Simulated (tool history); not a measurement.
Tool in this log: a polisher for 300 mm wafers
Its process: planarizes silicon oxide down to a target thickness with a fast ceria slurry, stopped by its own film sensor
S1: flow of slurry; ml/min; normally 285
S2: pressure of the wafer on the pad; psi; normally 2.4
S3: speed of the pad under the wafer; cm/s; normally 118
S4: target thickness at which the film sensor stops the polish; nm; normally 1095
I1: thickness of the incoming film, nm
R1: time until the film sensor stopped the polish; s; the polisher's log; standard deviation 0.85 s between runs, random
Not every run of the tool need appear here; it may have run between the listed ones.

run 1 day=0 | S1=285 S2=2.4 S3=118 S4=1095 | I1=1982 | R1=51.1
run 2 day=5.812 | S1=285 S2=2.4 S3=118 S4=1095 | I1=1937.9 | R1=48.2
-- day=7.771 worn pad replaced by a new one
run 3 day=7.925 | S1=285 S2=2.4 S3=118 S4=1095 | I1=1936.7 | R1=44.7
run 4 day=13.271 | S1=285 S2=2.4 S3=118 S4=1095 | I1=1980 | R1=49.8
run 5 day=15.3 | S1=285 S2=2.4 S3=118 S4=1095 | I1=1923.9 | R1=46.7
-- day=16.954 head pressure recalibrated
run 6 day=17.592 | S1=285 S2=2.4 S3=118 S4=1095 | I1=1984.9 | R1=48
run 7 day=19.242 | S1=285 S2=2.4 S3=118 S4=1095 | I1=1952.7 | R1=49.1
-- day=20.8 slurry nozzle cleaned
-- day=25.85 worn pad replaced by a new one
run 8 day=27.233 | S1=340 S2=2.4 S3=118 S4=1095 | I1=1947 | R1=49.6
run 9 day=29.788 | S1=340 S2=2.4 S3=118 S4=1095 | I1=1943.5 | R1=52
run 10 day=31.971 | S1=340 S2=2.4 S3=118 S4=1095 | I1=1956.5 | R1=51.7
run 11 day=34.692 | S1=360 S2=2.4 S3=146 S4=1095 | I1=1951.5 | R1=41.9
run 12 day=36.721 | S1=285 S2=2.1 S3=118 S4=1095 | I1=1989 | R1=59.5
run 13 day=38.312 | S1=285 S2=2.1 S3=118 S4=1095 | I1=1978.2 | R1=59.8
run 14 day=39.629 | S1=285 S2=2.1 S3=118 S4=1095 | I1=1940 | R1=57.7
run 15 day=41.996 | S1=285 S2=2.4 S3=118 S4=1095 | I1=1964.2 | R1=55.4
run 16 day=47.112 | S1=285 S2=2.4 S3=118 S4=1095 | I1=1949.1 | R1=55.2
-- day=47.9 worn pad replaced by a new one, repeated, since the last time left the tool worse
run 17 day=48.971 | S1=225 S2=3.1 S3=132 S4=885 | I1=1941 | R1=43.8
run 18 day=51.012 | S1=335 S2=1.9 S3=130 S4=1282 | I1=1916.6 | R1=35.6
-- day=51.388 slurry nozzle cleaned
run 19 day=58.621 | S1=285 S2=2.4 S3=118 S4=1095 | I1=1960.7 | R1=47.8
-- day=60.912 head pressure recalibrated
run 20 day=61.021 | S1=235 S2=2.8 S3=136 S4=1095 | I1=1965.9 | R1=38.8
run 21 day=62.196 | S1=285 S2=2.4 S3=92 S4=1095 | I1=1976.7 | R1=64.6
run 22 day=64.55 | S1=245 S2=2.4 S3=158 S4=1388 | I1=1961 | R1=24.9
run 23 day=67.292 | S1=245 S2=2.4 S3=118 S4=1238 | I1=1913.5 | R1=38.6
-- day=67.942 worn pad replaced by a new one
run 24 day=69.842 | S1=245 S2=2.4 S3=118 S4=1238 | I1=1952.7 | R1=39
run 25 day=71.562 | S1=315 S2=2.4 S3=118 S4=1095 | I1=1945.9 | R1=47.4
run 26 day=77.717 | S1=350 S2=2.2 S3=82 S4=807 | I1=1917.2 | R1=95.7
run 27 day=79.333 | S1=190 S2=2.4 S3=154 S4=1095 | I1=1936.4 | R1=38.2
run 28 day=80.958 | S1=285 S2=2.4 S3=118 S4=846 | I1=1953.2 | R1=60.9
run 29 day=82.796 | S1=360 S2=2.4 S3=118 S4=842 | I1=1985.1 | R1=66
run 30 day=83.958 | S1=255 S2=2.4 S3=118 S4=1095 | I1=1923 | R1=48
run 31 day=85.983 | S1=285 S2=2.4 S3=118 S4=1095 | I1=1943.4 | R1=48.4
-- day=86.583 worn pad replaced by a new one
-- day=86.883 slurry nozzle cleaned
run 32 day=87.538 | S1=285 S2=2.4 S3=118 S4=1095 | I1=1950.6 | R1=45.6
run 33 day=90.312 | S1=255 S2=1.9 S3=144 S4=901 | I1=1952.2 | R1=54.3
run 34 day=92.975 | S1=370 S2=2.4 S3=150 S4=1095 | I1=1987.5 | R1=38.4
run 35 day=94.338 | S1=285 S2=3 S3=156 S4=1095 | I1=1927.3 | R1=31
run 36 day=95.646 | S1=355 S2=2.4 S3=118 S4=1095 | I1=1914.3 | R1=45.4

4 ways to go on from here, each from the tool as it stands after run 36. What would each give?
run A day=95.662 | S1=285 S2=2.9 S3=118 S4=1095 | I1=1942.5 | R1=?
run B day=95.662 | S1=205 S2=2.4 S3=130 S4=947 | I1=1942.5 | R1=?
run C day=95.662 | S1=285 S2=2.4 S3=156 S4=836 | I1=1942.5 | R1=?
run D day=95.662 | S1=375 S2=3.1 S3=94 S4=1305 | I1=1942.5 | R1=?

run=A R1=42
run=B R1=51.6
run=C R1=46.9
run=D R1=37.4
Stripped of hidden state, with their random variation kept, the same runs would have yielded:
run=A R1=40.1
run=B R1=49.1
run=C R1=44.7
run=D R1=35.6
